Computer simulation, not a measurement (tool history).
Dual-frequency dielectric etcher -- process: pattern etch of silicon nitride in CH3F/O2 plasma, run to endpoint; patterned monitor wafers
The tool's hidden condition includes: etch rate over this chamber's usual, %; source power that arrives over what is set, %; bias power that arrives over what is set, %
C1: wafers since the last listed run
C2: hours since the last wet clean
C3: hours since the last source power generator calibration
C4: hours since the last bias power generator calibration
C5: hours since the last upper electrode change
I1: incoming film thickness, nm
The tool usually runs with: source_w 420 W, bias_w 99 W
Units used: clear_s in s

{"run": 1, "hour": 0.0, "source_w": 420, "bias_w": 113, "C1": 0, "C2": 345.7, "C3": 4032.8, "C4": 2367.0, "C5": 4888.4, "I1": 91.0, "clear_s": 78.2}
{"run": 2, "hour": 16.5, "source_w": 420, "bias_w": 99, "C1": 141, "C2": 362.2, "C3": 4049.3, "C4": 2383.5, "C5": 4904.9, "I1": 92.2, "clear_s": 81.6}
{"run": 3, "hour": 30.9, "source_w": 420, "bias_w": 99, "C1": 123, "C2": 376.6, "C3": 4063.7, "C4": 2397.9, "C5": 4919.3, "I1": 90.2, "clear_s": 79.7}
{"run": 4, "hour": 48.3, "source_w": 420, "bias_w": 99, "C1": 149, "C2": 394.0, "C3": 4081.1, "C4": 2415.3, "C5": 4936.7, "I1": 92.0, "clear_s": 82.1}
{"run": 5, "hour": 54.5, "source_w": 420, "bias_w": 99, "C1": 53, "C2": 400.2, "C3": 4087.3, "C4": 2421.5, "C5": 4942.9, "I1": 92.6, "clear_s": 82.3}
{"hour": 61.3, "done": "bias power generator calibrated"}
{"run": 6, "hour": 69.6, "source_w": 420, "bias_w": 99, "C1": 95, "C2": 415.3, "C3": 4102.4, "C4": 8.3, "C5": 4958.0, "I1": 90.9, "clear_s": 80.4}
{"hour": 95.0, "done": "wet clean of the chamber"}
{"run": 7, "hour": 95.5, "source_w": 420, "bias_w": 99, "C1": 16, "C2": 0.5, "C3": 4128.3, "C4": 34.2, "C5": 4983.9, "I1": 91.8, "clear_s": 82.9}
{"run": 8, "hour": 96.1, "source_w": 360, "bias_w": 99, "C1": 5, "C2": 1.1, "C3": 4128.9, "C4": 34.8, "C5": 4984.5, "I1": 90.8, "clear_s": 91.8}
{"hour": 130.5, "done": "source power generator calibrated"}
{"hour": 131.1, "done": "upper electrode replaced, of another model than before"}
{"run": 9, "hour": 131.6, "source_w": 360, "bias_w": 99, "C1": 265, "C2": 36.6, "C3": 1.1, "C4": 70.3, "C5": 0.5, "I1": 91.6, "clear_s": 88.1}
{"run": 10, "hour": 131.9, "source_w": 360, "bias_w": 99, "C1": 2, "C2": 36.9, "C3": 1.4, "C4": 70.6, "C5": 0.8, "I1": 91.4, "clear_s": 88.7}
{"run": 11, "hour": 132.3, "source_w": 420, "bias_w": 99, "C1": 3, "C2": 37.3, "C3": 1.8, "C4": 71.0, "C5": 1.2, "I1": 91.5, "clear_s": 83.4}
{"run": 12, "hour": 135.1, "source_w": 420, "bias_w": 99, "C1": 24, "C2": 40.1, "C3": 4.6, "C4": 73.8, "C5": 4.0, "I1": 91.7, "clear_s": 82.8}
{"run": 13, "hour": 145.1, "source_w": 420, "bias_w": 99, "C1": 85, "C2": 50.1, "C3": 14.6, "C4": 83.8, "C5": 14.0, "I1": 91.3, "clear_s": 82.5}
{"run": 14, "hour": 162.0, "source_w": 390, "bias_w": 99, "C1": 145, "C2": 67.0, "C3": 31.5, "C4": 100.7, "C5": 30.9, "I1": 91.1, "clear_s": 85.4}
{"run": 15, "hour": 172.8, "source_w": 460, "bias_w": 124, "C1": 92, "C2": 77.8, "C3": 42.3, "C4": 111.5, "C5": 41.7, "I1": 90.8, "clear_s": 76.6}
{"run": 16, "hour": 184.5, "source_w": 490, "bias_w": 79, "C1": 100, "C2": 89.5, "C3": 54.0, "C4": 123.2, "C5": 53.4, "I1": 92.3, "clear_s": 81.4}
{"run": 17, "hour": 199.5, "source_w": 480, "bias_w": 99, "C1": 128, "C2": 104.5, "C3": 69.0, "C4": 138.2, "C5": 68.4, "I1": 91.3, "clear_s": 79.2}
{"run": 18, "hour": 212.5, "source_w": 470, "bias_w": 112, "C1": 111, "C2": 117.5, "C3": 82.0, "C4": 151.2, "C5": 81.4, "I1": 92.0, "clear_s": 78.0}
{"run": 19, "hour": 235.6, "source_w": 380, "bias_w": 123, "C1": 198, "C2": 140.6, "C3": 105.1, "C4": 174.3, "C5": 104.5, "I1": 91.6, "clear_s": 82.5}
{"run": 20, "hour": 244.2, "source_w": 420, "bias_w": 99, "C1": 73, "C2": 149.2, "C3": 113.7, "C4": 182.9, "C5": 113.1, "I1": 91.8, "clear_s": 81.4}
{"run": 21, "hour": 255.4, "source_w": 420, "bias_w": 99, "C1": 96, "C2": 160.4, "C3": 124.9, "C4": 194.1, "C5": 124.3, "I1": 91.5, "clear_s": 81.0}
{"run": 22, "hour": 267.0, "source_w": 390, "bias_w": 79, "C1": 99, "C2": 172.0, "C3": 136.5, "C4": 205.7, "C5": 135.9, "I1": 90.9, "clear_s": 86.6}
{"run": 23, "hour": 276.0, "source_w": 320, "bias_w": 117, "C1": 77, "C2": 181.0, "C3": 145.5, "C4": 214.7, "C5": 144.9, "I1": 91.6, "clear_s": 88.4}
{"run": 24, "hour": 286.8, "source_w": 420, "bias_w": 92, "C1": 92, "C2": 191.8, "C3": 156.3, "C4": 225.5, "C5": 155.7, "I1": 90.5, "clear_s": 81.1}
{"run": 25, "hour": 304.3, "source_w": 510, "bias_w": 75, "C1": 150, "C2": 209.3, "C3": 173.8, "C4": 243.0, "C5": 173.2, "I1": 90.4, "clear_s": 77.8}
{"run": 26, "hour": 320.5, "source_w": 320, "bias_w": 117, "C1": 138, "C2": 225.5, "C3": 190.0, "C4": 259.2, "C5": 189.4, "I1": 92.1, "clear_s": 87.5}
{"run": 27, "hour": 329.6, "source_w": 450, "bias_w": 80, "C1": 78, "C2": 234.6, "C3": 199.1, "C4": 268.3, "C5": 198.5, "I1": 91.2, "clear_s": 82.2}
{"run": 28, "hour": 345.2, "source_w": 420, "bias_w": 99, "C1": 133, "C2": 250.2, "C3": 214.7, "C4": 283.9, "C5": 214.1, "I1": 90.7, "clear_s": 80.5}
{"run": 29, "hour": 353.6, "source_w": 420, "bias_w": 76, "C1": 72, "C2": 258.6, "C3": 223.1, "C4": 292.3, "C5": 222.5, "I1": 91.5, "clear_s": 84.5}
{"run": 30, "hour": 366.2, "source_w": 460, "bias_w": 81, "C1": 108, "C2": 271.2, "C3": 235.7, "C4": 304.9, "C5": 235.1, "I1": 91.0, "clear_s": 79.7}
{"run": 31, "hour": 376.3, "source_w": 470, "bias_w": 81, "C1": 86, "C2": 281.3, "C3": 245.8, "C4": 315.0, "C5": 245.2, "I1": 91.4, "clear_s": 80.5}
{"run": 32, "hour": 391.9, "source_w": 420, "bias_w": 99, "C1": 133, "C2": 296.9, "C3": 261.4, "C4": 330.6, "C5": 260.8, "I1": 91.5, "clear_s": 80.3}
{"run": 33, "hour": 402.9, "source_w": 390, "bias_w": 113, "C1": 94, "C2": 307.9, "C3": 272.4, "C4": 341.6, "C5": 271.8, "I1": 91.6, "clear_s": 82.5}
{"run": 34, "hour": 422.5, "source_w": 360, "bias_w": 123, "C1": 168, "C2": 327.5, "C3": 292.0, "C4": 361.2, "C5": 291.4, "I1": 91.0, "clear_s": 82.5}
{"run": 35, "hour": 434.6, "source_w": 340, "bias_w": 91, "C1": 103, "C2": 339.6, "C3": 304.1, "C4": 373.3, "C5": 303.5, "I1": 92.0, "clear_s": 87.5}

Measured less the same run without the tool's hidden state. The same run-to-run variation is in both; the gauge's scatter may not be:
run=1 clear_s=-2.3
run=2 clear_s=-2.5
run=3 clear_s=-2.6
run=4 clear_s=-2.8
run=5 clear_s=-2.9
run=6 clear_s=-3.0
run=7 clear_s=-0.2
run=8 clear_s=-0.2
run=9 clear_s=-0.5
run=10 clear_s=-0.5
run=11 clear_s=-0.5
run=12 clear_s=-0.6
run=13 clear_s=-0.6
run=14 clear_s=-0.8
run=15 clear_s=-0.8
run=16 clear_s=-1.0
run=17 clear_s=-1.1
run=18 clear_s=-1.2
run=19 clear_s=-1.4
run=20 clear_s=-1.5
run=21 clear_s=-1.6
run=22 clear_s=-1.8
run=23 clear_s=-1.9
run=24 clear_s=-1.9
run=25 clear_s=-1.9
run=26 clear_s=-2.3
run=27 clear_s=-2.2
run=28 clear_s=-2.4
run=29 clear_s=-2.6
run=30 clear_s=-2.5
run=31 clear_s=-2.7
run=32 clear_s=-2.8
run=33 clear_s=-2.9
run=34 clear_s=-3.1
run=35 clear_s=-3.5
